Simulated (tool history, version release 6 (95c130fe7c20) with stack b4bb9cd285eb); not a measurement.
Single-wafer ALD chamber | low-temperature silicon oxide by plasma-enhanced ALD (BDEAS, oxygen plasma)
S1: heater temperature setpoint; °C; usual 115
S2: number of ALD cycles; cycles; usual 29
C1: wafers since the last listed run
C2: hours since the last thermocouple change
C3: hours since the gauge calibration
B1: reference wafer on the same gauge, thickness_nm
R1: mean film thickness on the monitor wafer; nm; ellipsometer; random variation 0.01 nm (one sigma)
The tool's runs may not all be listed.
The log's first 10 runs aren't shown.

run 11 day=4.867 | S1=115 S2=34 | C1=62 C2=1014.8 C3=250.3 | B1=3.831 | R1=4.913
run 12 day=5.562 | S1=115 S2=34 | C1=88 C2=1031.5 C3=267 | B1=3.833 | R1=4.94
run 13 day=5.912 | S1=115 S2=29 | C1=44 C2=1039.9 C3=275.4 | B1=3.836 | R1=4.233
run 14 day=6.538 | S1=115 S2=29 | C1=79 C2=1054.9 C3=290.4 | B1=3.841 | R1=4.204
run 15 day=7.221 | S1=115 S2=31 | C1=87 C2=1071.3 C3=306.8 | B1=3.841 | R1=4.505
run 16 day=7.85 | S1=115 S2=31 | C1=80 C2=1086.4 C3=321.9 | B1=3.849 | R1=4.496
run 17 day=8.508 | S1=115 S2=31 | C1=83 C2=1102.2 C3=337.7 | B1=3.846 | R1=4.516
run 18 day=8.821 | S1=115 S2=29 | C1=39 C2=1109.7 C3=345.2 | B1=3.856 | R1=4.233
-- day=10.996 thermocouple changed; heater temperature recalibrated
run 19 day=11.017 | S1=115 S2=25 | C1=237 C2=0.5 C3=397.9 | B1=3.865 | R1=3.664
run 20 day=11.9 | S1=115 S2=29 | C1=112 C2=21.7 C3=419.1 | B1=3.867 | R1=4.221
-- day=12.162 gauge calibrated
run 21 day=12.567 | S1=126 S2=25 | C1=85 C2=37.7 C3=9.7 | B1=3.812 | R1=3.535
run 22 day=13.054 | S1=124 S2=27 | C1=62 C2=49.4 C3=21.4 | B1=3.815 | R1=3.84
run 23 day=13.521 | S1=107 S2=25 | C1=59 C2=60.6 C3=32.6 | B1=3.813 | R1=3.654
run 24 day=13.883 | S1=122 S2=29 | C1=46 C2=69.3 C3=41.3 | B1=3.817 | R1=4.136
run 25 day=14.596 | S1=109 S2=33 | C1=90 C2=86.4 C3=58.4 | B1=3.811 | R1=4.818
run 26 day=16.312 | S1=115 S2=34 | C1=218 C2=127.6 C3=99.6 | B1=3.815 | R1=4.922
run 27 day=16.738 | S1=101 S2=29 | C1=54 C2=137.8 C3=109.8 | B1=3.813 | R1=4.281
run 28 day=17.275 | S1=115 S2=29 | C1=68 C2=150.7 C3=122.7 | B1=3.822 | R1=4.197
run 29 day=17.654 | S1=127 S2=31 | C1=48 C2=159.8 C3=131.8 | B1=3.824 | R1=4.399
run 30 day=17.921 | S1=115 S2=32 | C1=34 C2=166.2 C3=138.2 | B1=3.818 | R1=4.647
run 31 day=18.379 | S1=106 S2=29 | C1=58 C2=177.2 C3=149.2 | B1=3.821 | R1=4.251
run 32 day=18.804 | S1=115 S2=29 | C1=54 C2=187.4 C3=159.4 | B1=3.822 | R1=4.202
run 33 day=19.533 | S1=104 S2=24 | C1=93 C2=204.9 C3=176.9 | B1=3.822 | R1=3.529
run 34 day=19.912 | S1=103 S2=24 | C1=48 C2=214 C3=186 | B1=3.824 | R1=3.535
run 35 day=20.458 | S1=115 S2=29 | C1=69 C2=227.1 C3=199.1 | B1=3.824 | R1=4.207

Forecast each of these 4 alternatives for the next run:
run A day=20.475 | S1=108 S2=29 | C1=2 C2=227.5 C3=199.5 | B1=? | R1=?
run B day=20.475 | S1=105 S2=24 | C1=2 C2=227.5 C3=199.5 | B1=? | R1=?
run C day=20.475 | S1=104 S2=26 | C1=2 C2=227.5 C3=199.5 | B1=? | R1=?
run D day=20.475 | S1=108 S2=27 | C1=2 C2=227.5 C3=199.5 | B1=? | R1=?

run=A B1=3.823 R1=4.253
run=B B1=3.823 R1=3.537
run=C B1=3.823 R1=3.838
run=D B1=3.823 R1=3.96
Without the tool's hidden state the same runs would have given:
run=A R1=4.237
run=B R1=3.523
run=C R1=3.823
run=D R1=3.945
